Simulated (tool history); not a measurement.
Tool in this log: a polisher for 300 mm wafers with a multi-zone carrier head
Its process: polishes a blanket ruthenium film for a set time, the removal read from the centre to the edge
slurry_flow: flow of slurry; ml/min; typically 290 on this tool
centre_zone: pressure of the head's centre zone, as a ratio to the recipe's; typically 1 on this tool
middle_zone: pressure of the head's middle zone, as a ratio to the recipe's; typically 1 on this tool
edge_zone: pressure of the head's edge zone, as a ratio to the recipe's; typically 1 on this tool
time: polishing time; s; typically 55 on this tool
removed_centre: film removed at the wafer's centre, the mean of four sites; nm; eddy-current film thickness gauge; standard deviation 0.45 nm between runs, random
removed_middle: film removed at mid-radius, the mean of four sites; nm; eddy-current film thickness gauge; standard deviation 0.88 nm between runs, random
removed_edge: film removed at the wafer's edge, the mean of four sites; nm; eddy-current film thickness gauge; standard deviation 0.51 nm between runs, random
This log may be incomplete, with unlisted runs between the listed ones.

run,hour,slurry_flow,centre_zone,middle_zone,edge_zone,time,"incoming thickness of the incoming film, nm",removed_centre,removed_middle,removed_edge
1,0,360,1,1,1,55,465.3,69.6,68.5,71.2
2,15.3,290,1,1,1,55,467.7,68.4,66.3,69.4
3,28.5,290,1,1,1,55,479.4,67.7,67,69.5
4,42.7,290,1,1,1,55,472.8,68.5,66.6,69.1
5,55.3,290,1,1,0.97,55,463.2,66.8,64.2,68
6,70.3,290,1,1,1,48,464.2,58.5,58.3,59.9
7,80.1,220,1,1,1,55,466.5,63.3,61.6,65.9
# hour 86.3: edge zone pressure recalibrated
8,87.2,290,1,1,1,46,472.4,55.6,55.1,57.4
# hour 103.7: worn pad replaced by a new one
9,104.8,290,1,1,1,46,462,55.1,54.9,56.6
10,116.2,290,1,1,1,55,471.9,65.2,63.7,67.9
11,125.1,380,1,1,1,70,471.5,86.2,85,89.7
# hour 126.8: slurry nozzle cleaned
12,132.9,290,1,1,1,55,467.2,70.1,67.3,70.5
13,141.8,290,1,1,1.11,55,470.4,69.3,69,73.7
# hour 148.7: carrier head's membrane replaced by a new one
14,152.7,355,1.09,1.07,1,42,478.5,58.3,56.2,54.9
15,164.5,365,0.95,1,1,55,468.4,68.6,67.5,72.7
# hour 173.2: centre zone pressure recalibrated
16,174.2,290,1.08,1,1,55,462.6,74.2,67.2,69.8
17,187.7,290,1,1.08,1,55,467.5,69.8,70.9,70.8
18,195.9,290,1.11,1.04,1,55,474,75.5,69.6,70.6
19,208,290,1,1,1,55,472.6,69.8,68.7,70
20,220.9,290,0.93,1,1.04,55,466.9,66,67.6,71.9

Branching from run 20: 3 alternative next runs. What would each branch give?
A,221.3,290,1,1,1,55,474,?,?,?
B,221.3,320,1.11,1,1,55,474,?,?,?
C,221.3,290,1.09,1,1,55,474,?,?,?

run,removed_centre,removed_middle,removed_edge
A,68.9,67.7,70.4
B,75.8,68.3,71
C,73.8,67.6,70.4
Take away the tool's hidden state, keep each run's random variation, and the runs would have read:
run,removed_centre,removed_middle,removed_edge
A,69.4,68.1,70.8
B,76.2,68.7,71.3
C,74.3,68.1,70.8
